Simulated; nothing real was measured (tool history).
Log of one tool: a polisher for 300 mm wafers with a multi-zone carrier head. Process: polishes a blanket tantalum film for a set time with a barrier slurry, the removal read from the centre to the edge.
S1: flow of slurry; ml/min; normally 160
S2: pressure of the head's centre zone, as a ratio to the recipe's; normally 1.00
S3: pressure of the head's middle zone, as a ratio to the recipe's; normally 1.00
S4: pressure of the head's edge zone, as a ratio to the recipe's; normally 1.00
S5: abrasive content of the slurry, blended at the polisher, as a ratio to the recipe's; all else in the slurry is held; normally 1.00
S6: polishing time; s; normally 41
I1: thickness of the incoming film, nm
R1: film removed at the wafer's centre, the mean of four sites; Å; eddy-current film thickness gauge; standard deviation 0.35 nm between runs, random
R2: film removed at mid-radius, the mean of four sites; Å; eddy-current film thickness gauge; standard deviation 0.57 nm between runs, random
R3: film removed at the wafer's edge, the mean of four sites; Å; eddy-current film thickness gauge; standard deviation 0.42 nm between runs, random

Run 1, day 0.000: usual settings; I1 448.8. Result: R1 430 Å, R2 437 Å, R3 440 Å.
At day 3.633: centre zone pressure recalibrated.
Run 2, day 3.912: usual settings; I1 435.4. Result: R1 420 Å, R2 428 Å, R3 433 Å.
At day 5.458: carrier head's membrane replaced by a new one.
Run 3, day 6.525: usual settings; I1 436.7. Result: R1 412 Å, R2 423 Å, R3 424 Å.
Run 4, day 8.704: usual settings but S5 1.15; I1 444.0. Result: R1 419 Å, R2 426 Å, R3 423 Å.
Run 5, day 13.162: usual settings; I1 436.9. Result: R1 397 Å, R2 401 Å, R3 411 Å.
At day 13.942: slurry nozzle cleaned.
Run 6, day 17.296: usual settings but S1 175 ml/min, S2 0.91; I1 446.6. Result: R1 379 Å, R2 411 Å, R3 413 Å.
At day 18.667: worn pad replaced by a new one.
Run 7, day 21.333: usual settings; I1 440.5. Result: R1 426 Å, R2 442 Å, R3 431 Å.
Run 8, day 25.296: usual settings but S1 180 ml/min, S3 1.08, S4 0.95, S5 0.80; I1 439.7. Result: R1 406 Å, R2 437 Å, R3 398 Å.
Run 9, day 28.821: usual settings; I1 445.4. Result: R1 404 Å, R2 411 Å, R3 413 Å.
Run 10, day 30.571: usual settings but S5 1.25, S6 50 s; I1 446.7. Result: R1 519 Å, R2 526 Å, R3 533 Å.
Run 11, day 33.292: usual settings; I1 437.7. Result: R1 394 Å, R2 401 Å, R3 410 Å.
At day 33.600: edge zone pressure recalibrated.
At day 34.583: carrier head's membrane replaced by a new one.
Run 12, day 35.371: usual settings but S5 0.70; I1 432.1. Result: R1 358 Å, R2 362 Å, R3 363 Å.
At day 37.192: worn pad replaced by a new one.
Run 13, day 37.212: usual settings; I1 447.0. Result: R1 424 Å, R2 433 Å, R3 436 Å.
At day 38.325: slurry nozzle cleaned.
Run 14, day 41.196: usual settings but S4 0.95; I1 434.0. Result: R1 432 Å, R2 433 Å, R3 424 Å.
Run 15, day 43.525: usual settings but S1 145 ml/min, S6 31 s; I1 437.9. Result: R1 318 Å, R2 312 Å, R3 321 Å.
Run 16, day 45.833: usual settings but S3 0.94, S4 0.93; I1 435.9. Result: R1 413 Å, R2 397 Å, R3 404 Å.
Run 17, day 47.942: usual settings but S2 1.11, S6 49 s; I1 434.8. Result: R1 535 Å, R2 500 Å, R3 495 Å.
At day 50.683: centre zone pressure recalibrated.
Run 18, day 50.746: usual settings but S3 1.06, S4 0.93; I1 448.6. Result: R1 400 Å, R2 424 Å, R3 393 Å.
Run 19, day 52.642: usual settings but S1 120 ml/min, S4 0.92; I1 435.3. Result: R1 361 Å, R2 374 Å, R3 361 Å.
At day 56.267: worn pad replaced by a new one.
Run 20, day 56.700: usual settings but S2 0.93, S3 1.09, S6 32 s; I1 433.7. Result: R1 304 Å, R2 353 Å, R3 327 Å.

Alternative continuations, all from the tool just after run 20; predict every row:
Run A, day 56.717: usual settings; I1 436.8. Result: R1 ?, R2 ?, R3 ?.
Run B, day 56.717: usual settings but S5 1.20; I1 436.8. Result: R1 ?, R2 ?, R3 ?.
Run C, day 56.717: usual settings but S1 110 ml/min; I1 436.8. Result: R1 ?, R2 ?, R3 ?.
Run D, day 56.717: usual settings but S5 0.85; I1 436.8. Result: R1 ?, R2 ?, R3 ?.
Run E, day 56.717: usual settings but S2 1.07, S3 0.95, S5 1.25; I1 436.8. Result: R1 ?, R2 ?, R3 ?.

run   R1   R2   R3
  A  413  428  421
  B  430  446  439
  C  367  387  393
  D  397  412  405
  E  461  431  443
What these runs would have given with no unlogged condition in the tool:
run   R1   R2   R3
  A  449  462  447
  B  468  482  465
  C  412  428  423
  D  432  444  429
  E  502  465  470
